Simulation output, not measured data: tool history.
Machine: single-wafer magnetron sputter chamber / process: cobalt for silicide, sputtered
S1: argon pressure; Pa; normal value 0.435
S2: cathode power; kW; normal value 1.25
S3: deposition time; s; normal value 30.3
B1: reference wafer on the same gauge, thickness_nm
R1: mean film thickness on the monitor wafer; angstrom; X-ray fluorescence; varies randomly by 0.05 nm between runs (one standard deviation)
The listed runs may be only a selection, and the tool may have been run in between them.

run     day     S1    S2    S3      B1      R1
  1       0  0.435  1.45  30.3  15.117  186.43
      1.846  -- sputter target and shields replaced
  2   3.054  0.435  1.45  30.3   15.11  191.13
  3   5.133  0.435  1.25  30.3  15.098  162.84
  4   8.621  0.435  1.25  30.3    15.1  162.28
  5    12.8  0.435  1.25  30.3  15.105  161.33
     14.921  -- gauge calibrated
  6  15.754  0.435  1.25  30.3  15.094   159.8
     19.608  -- sputter target and shields replaced
  7  20.125  0.435  1.25  30.3  15.094   165.6
  8  22.517  0.435  1.45    27  15.101   170.4
  9  24.538  0.435  1.45    27  15.106  169.09
 10  26.392  0.435  1.45    27  15.104  168.61
 11   28.75  0.435     1  30.3  15.096  129.83
 12  33.142  0.435     1  30.3  15.108  128.08
     36.517  -- sputter target and shields replaced
 13  37.596  0.435     1  30.3  15.117  132.65
 14  40.029  0.435  1.15  32.9  15.112   165.5
 15  41.658   0.58   1.1  30.3  15.108  136.54
     43.488  -- capacitance manometer re-zeroed and calibrated
 16  43.508  0.579   1.5  30.3  15.093  186.68
 17  46.512  0.488  0.95  25.8  15.096  102.72
 18  48.829  0.435  1.25  30.3   15.09  161.33
     51.167  -- sputter target and shields replaced
 19  51.754  0.366   1.5  34.5  15.103  230.97
 20  54.692  0.435  1.25  30.3  15.101  163.43
     55.012  -- gauge calibrated
 21  57.258  0.435   1.1  34.2  15.077   162.3
     58.404  -- magnet pack replaced
 22  59.896  0.389   1.1  33.9  15.103  162.18
 23  63.525  0.435   1.5    26  15.077  165.15
      66.35  -- sputter target and shields replaced
 24  67.192  0.435  0.95  36.3  15.123  149.97
 25  70.367  0.531  1.45  25.3   15.09  153.44
 26  78.862  0.435  1.25  30.3  15.101  160.13

Each row is a separate what-if for the run after 26, all from the same tool condition, not one after another. Results?
  A  78.879  0.435  1.25  30.3   ?   ?
  B  78.879  0.542  1.15  32.8   ?   ?
  C  78.879  0.435  1.25  32.8   ?   ?

run      B1      R1
  A  15.098  159.58
  B  15.098  153.26
  C  15.098  172.75
Without the tool's unlogged condition, the same runs would have read:
run      R1
  A  165.31
  B  158.76
  C  178.95
